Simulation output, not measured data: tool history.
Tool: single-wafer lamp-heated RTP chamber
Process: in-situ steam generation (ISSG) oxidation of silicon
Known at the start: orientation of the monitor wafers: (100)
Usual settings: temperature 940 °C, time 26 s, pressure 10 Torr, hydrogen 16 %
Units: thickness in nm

run   hour  temperature  time  pressure  hydrogen  read-back reference wafer on the same gauge, thickness  thickness
  1      0          940    26        10        16                                                   4.923      4.486
  2   24.8          940    26        10        16                                                   4.923      4.542
  3   57.2          940    26        10        14                                                   4.919      4.401
  4   70.1          940    26        10        14                                                    4.91      4.416
      87.2  -- gauge calibrated
  5   99.3          940    26        10        14                                                   4.957      4.456
  6  129.7          940    26        10        22                                                   4.953      4.867
  7  149.5          940    26        10        22                                                   4.954      4.847
  8    169          940    26        10        22                                                   4.949       4.82
  9  192.5          930    26        10        16                                                   4.944      4.427
     237.8  -- pressure gauge zeroed
 10  248.5          940    33        10        16                                                   4.936      5.048
 11  279.1          940    26        10        14                                                   4.928      4.384
     297.1  -- pyrometer window cleaned and pyrometer calibrated
 12  360.2          952    33      10.2        11                                                   4.907      4.867
 13  390.9          940    26      10.2        16                                                   4.908      4.505
     403.7  -- gauge calibrated
 14  406.8          956    30        10        16                                                   4.978       5.13
 15  428.5          940    23       9.1        19                                                   4.976      4.532
     442.9  -- hydrogen flow controller replaced
 16  456.3          940    26        10        16                                                   4.973      4.536
 17  471.4          951    26       8.9        13                                                   4.967      4.602
 18  559.9          922    26        10        11                                                   4.946      4.033
 19  595.9          940    26       9.2        16                                                   4.943       4.57

3 ways to go on from here, each from the tool as it stands after run 19. What would each give?
  A  596.3          940    26        10        19                                                       ?          ?
  B  596.3          940    29      10.2        16                                                       ?          ?
  C  596.3          933    26       8.7        20                                                       ?          ?

run  read-back reference wafer on the same gauge, thickness  thickness
  A                                                    4.94      4.673
  B                                                    4.94      4.725
  C                                                    4.94      4.702
Without the tool's hidden state the same runs would have given:
run  thickness
  A       4.71
  B      4.762
  C      4.739
